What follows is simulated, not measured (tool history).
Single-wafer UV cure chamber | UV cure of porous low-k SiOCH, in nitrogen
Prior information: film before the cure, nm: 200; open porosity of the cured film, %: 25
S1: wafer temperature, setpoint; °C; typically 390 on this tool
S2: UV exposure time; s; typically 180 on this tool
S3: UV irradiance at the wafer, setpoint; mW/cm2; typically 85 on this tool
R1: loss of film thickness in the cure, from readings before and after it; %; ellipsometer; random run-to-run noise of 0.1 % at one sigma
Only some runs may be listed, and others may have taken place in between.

| run | hour | S1 | S2 | S3 | R1 |
|---|---|---|---|---|---|
| 1 | 0.0 | 390 | 180 | 85 | 10.611 |
| 2 | 16.6 | 390 | 180 | 85 | 10.532 |
| 3 | 24.3 | 390 | 180 | 85 | 10.439 |
| 4 | 32.4 | 390 | 180 | 85 | 10.445 |
| 5 | 44.2 | 390 | 180 | 85 | 10.369 |
| 6 | 54.2 | 390 | 180 | 85 | 10.334 |
| 7 | 65.2 | 390 | 180 | 61 | 8.930 |
| 8 | 71.4 | 390 | 180 | 61 | 8.733 |
|  | 80.4 | quartz window cleaned |
| 9 | 80.9 | 390 | 180 | 67 | 10.151 |
| 10 | 86.4 | 390 | 115 | 48 | 6.754 |
| 11 | 92.6 | 390 | 180 | 85 | 11.247 |
|  | 107.1 | UV bulbs replaced |
| 12 | 109.8 | 384 | 150 | 85 | 10.249 |
| 13 | 120.8 | 396 | 250 | 123 | 14.497 |
| 14 | 137.5 | 380 | 125 | 85 | 9.285 |
| 15 | 154.3 | 390 | 180 | 121 | 12.657 |
| 16 | 169.6 | 402 | 180 | 85 | 11.376 |
| 17 | 208.9 | 383 | 75 | 72 | 6.473 |
| 18 | 217.3 | 390 | 180 | 85 | 11.120 |
| 19 | 225.7 | 371 | 85 | 85 | 7.450 |

Alternative continuations, all from the tool just after run 19; predict every row:
| A | 226.2 | 406 | 180 | 85 | ? |
| B | 226.2 | 390 | 75 | 85 | ? |
| C | 226.2 | 378 | 210 | 58 | ? |

| run | R1 |
|---|---|
| A | 11.231 |
| B | 7.108 |
| C | 9.702 |
Stripped of hidden state, with their random variation kept, the same runs would have yielded:
| run | R1 |
|---|---|
| A | 11.326 |
| B | 7.195 |
| C | 9.794 |
